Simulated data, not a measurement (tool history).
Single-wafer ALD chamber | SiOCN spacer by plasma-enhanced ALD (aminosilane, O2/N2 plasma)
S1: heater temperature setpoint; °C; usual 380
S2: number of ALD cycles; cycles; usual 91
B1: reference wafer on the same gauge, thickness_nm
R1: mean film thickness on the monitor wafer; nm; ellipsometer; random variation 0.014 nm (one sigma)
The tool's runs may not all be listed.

Run 1, hour 0: usual settings; B1 6.01. Result: R1 5.469 nm.
Run 2, hour 21.9: usual settings; B1 6.013. Result: R1 5.466 nm.
Run 3, hour 57.1: usual settings; B1 6.007. Result: R1 5.483 nm.
Run 4, hour 79.8: usual settings but S1 386 °C; B1 5.993. Result: R1 5.472 nm.
Run 5, hour 113.4: usual settings; B1 5.99. Result: R1 5.428 nm.
Run 6, hour 215.9: usual settings; B1 5.959. Result: R1 5.407 nm.
Run 7, hour 250.6: usual settings; B1 5.941. Result: R1 5.407 nm.
Run 8, hour 283: usual settings; B1 5.932. Result: R1 5.384 nm.
At hour 283: gauge calibrated.
Run 9, hour 314.2: usual settings; B1 6.058. Result: R1 5.509 nm.
Run 10, hour 338.1: usual settings but S1 388 °C, S2 82 cycles; B1 6.062. Result: R1 4.951 nm.
Run 11, hour 369: usual settings but S1 391 °C, S2 106 cycles; B1 6.052. Result: R1 6.42 nm.
At hour 377.2: thermocouple changed; heater temperature recalibrated.
Run 12, hour 404: usual settings but S1 366 °C; B1 6.05. Result: R1 5.514 nm.
Run 13, hour 424.4: usual settings; B1 6.048. Result: R1 5.504 nm.
Run 14, hour 438.6: usual settings but S1 371 °C, S2 77 cycles; B1 6.05. Result: R1 4.663 nm.
Run 15, hour 473.2: usual settings but S1 366 °C; B1 6.034. Result: R1 5.49 nm.
Run 16, hour 552.7: usual settings but S1 394 °C, S2 105 cycles; B1 6.021. Result: R1 6.317 nm.
Run 17, hour 571.4: usual settings but S2 108 cycles; B1 6.01. Result: R1 6.448 nm.

3 ways to go on from here, each from the tool as it stands after run 17. What would each give?
Run A, hour 572: usual settings but S2 100 cycles; B1 ?. Result: R1 ?.
Run B, hour 572: usual settings but S1 395 °C, S2 104 cycles; B1 ?. Result: R1 ?.
Run C, hour 572: usual settings but S1 365 °C, S2 97 cycles; B1 ?. Result: R1 ?.

run     B1     R1
  A  6.012  5.992
  B  6.012  6.232
  C  6.012  5.812
Without the tool's hidden state the same runs would have given:
run     R1
  A  6.037
  B  6.278
  C  5.856
